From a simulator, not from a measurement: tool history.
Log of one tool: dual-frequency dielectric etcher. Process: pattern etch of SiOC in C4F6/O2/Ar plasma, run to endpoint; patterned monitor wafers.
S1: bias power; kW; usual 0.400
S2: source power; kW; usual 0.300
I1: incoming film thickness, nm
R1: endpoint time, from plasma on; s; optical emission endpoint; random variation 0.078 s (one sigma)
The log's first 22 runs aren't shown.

{"run": 23, "day": 70.967, "S1": 0.346, "S2": 0.3, "I1": 28.96, "R1": 13.7}
{"run": 24, "day": 73.012, "S1": 0.324, "S2": 0.37, "I1": 28.89, "R1": 13.3}
{"day": 75.012, "done": "bias power generator calibrated"}
{"run": 25, "day": 77.425, "S1": 0.338, "S2": 0.25, "I1": 28.65, "R1": 14.2}
{"run": 26, "day": 79.979, "S1": 0.494, "S2": 0.27, "I1": 28.69, "R1": 11.3}
{"day": 84.704, "done": "wet clean of the chamber"}
{"run": 27, "day": 84.725, "S1": 0.4, "S2": 0.3, "I1": 28.76, "R1": 12.4}
{"run": 28, "day": 87.854, "S1": 0.441, "S2": 0.37, "I1": 28.8, "R1": 11.1}
{"run": 29, "day": 90.596, "S1": 0.316, "S2": 0.25, "I1": 29.13, "R1": 15.4}
{"run": 30, "day": 94.329, "S1": 0.4, "S2": 0.3, "I1": 28.68, "R1": 12.5}
{"run": 31, "day": 98.4, "S1": 0.481, "S2": 0.34, "I1": 28.92, "R1": 11.0}
{"run": 32, "day": 102.517, "S1": 0.441, "S2": 0.24, "I1": 28.88, "R1": 12.9}
{"run": 33, "day": 104.817, "S1": 0.466, "S2": 0.34, "I1": 28.77, "R1": 11.0}
{"day": 108.204, "done": "source power generator calibrated"}
{"run": 34, "day": 108.796, "S1": 0.474, "S2": 0.3, "I1": 28.9, "R1": 11.6}
{"run": 35, "day": 112.638, "S1": 0.463, "S2": 0.3, "I1": 28.72, "R1": 11.5}

Forecast each of these 4 alternatives for the next run:
{"run": "A", "day": 112.654, "S1": 0.4, "S2": 0.3, "I1": 28.86, "R1": "?"}
{"run": "B", "day": 112.654, "S1": 0.355, "S2": 0.37, "I1": 28.86, "R1": "?"}
{"run": "C", "day": 112.654, "S1": 0.499, "S2": 0.37, "I1": 28.86, "R1": "?"}
{"run": "D", "day": 112.654, "S1": 0.45, "S2": 0.25, "I1": 28.86, "R1": "?"}

run=A R1=12.7
run=B R1=12.7
run=C R1=10.6
run=D R1=12.7
Without the tool's hidden state the same runs would have given:
run=A R1=12.4
run=B R1=12.3
run=C R1=10.2
run=D R1=12.3
